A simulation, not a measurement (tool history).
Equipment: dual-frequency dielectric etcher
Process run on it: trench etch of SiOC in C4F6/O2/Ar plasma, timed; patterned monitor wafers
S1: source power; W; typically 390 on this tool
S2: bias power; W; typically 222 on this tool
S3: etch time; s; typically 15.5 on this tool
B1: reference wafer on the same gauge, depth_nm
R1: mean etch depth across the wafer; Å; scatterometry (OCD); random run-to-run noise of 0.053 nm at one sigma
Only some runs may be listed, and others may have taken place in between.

| run | hour | S1 | S2 | S3 | B1 | R1 |
|---|---|---|---|---|---|---|
| 1 | 0.0 | 390 | 222 | 15.5 | 29.79 | 358.0 |
| 2 | 0.3 | 390 | 222 | 15.5 | 29.80 | 357.4 |
| 3 | 96.8 | 390 | 222 | 15.5 | 29.81 | 358.7 |
|  | 131.2 | bias power generator calibrated |
|  | 140.2 | wet clean of the chamber |
| 4 | 140.7 | 390 | 222 | 15.5 | 29.79 | 356.0 |
| 5 | 204.9 | 390 | 222 | 15.5 | 29.79 | 357.0 |
| 6 | 229.4 | 390 | 222 | 15.5 | 29.80 | 357.2 |
| 7 | 249.1 | 390 | 222 | 15.5 | 29.79 | 356.6 |
| 8 | 277.7 | 390 | 222 | 15.5 | 29.79 | 357.1 |
|  | 303.1 | source power generator calibrated |
| 9 | 308.1 | 390 | 222 | 15.5 | 29.80 | 352.6 |
| 10 | 339.3 | 420 | 167 | 19.5 | 29.80 | 416.6 |
| 11 | 367.3 | 470 | 256 | 19.0 | 29.79 | 474.7 |
| 12 | 388.5 | 390 | 254 | 11.5 | 29.80 | 273.9 |
| 13 | 408.8 | 390 | 222 | 15.5 | 29.80 | 353.8 |
| 14 | 439.9 | 390 | 208 | 15.5 | 29.81 | 347.1 |
| 15 | 453.7 | 420 | 199 | 15.5 | 29.79 | 348.9 |
| 16 | 483.7 | 290 | 222 | 19.0 | 29.80 | 405.8 |
| 17 | 518.3 | 390 | 222 | 13.0 | 29.81 | 298.5 |

Predict the results of run 18:
| 18 | 530.6 | 460 | 275 | 11.5 | ? | ? |

B1: 29.80
R1: 293.6 Å
Without the tool's hidden state the same run would have given R1 292.1 Å.
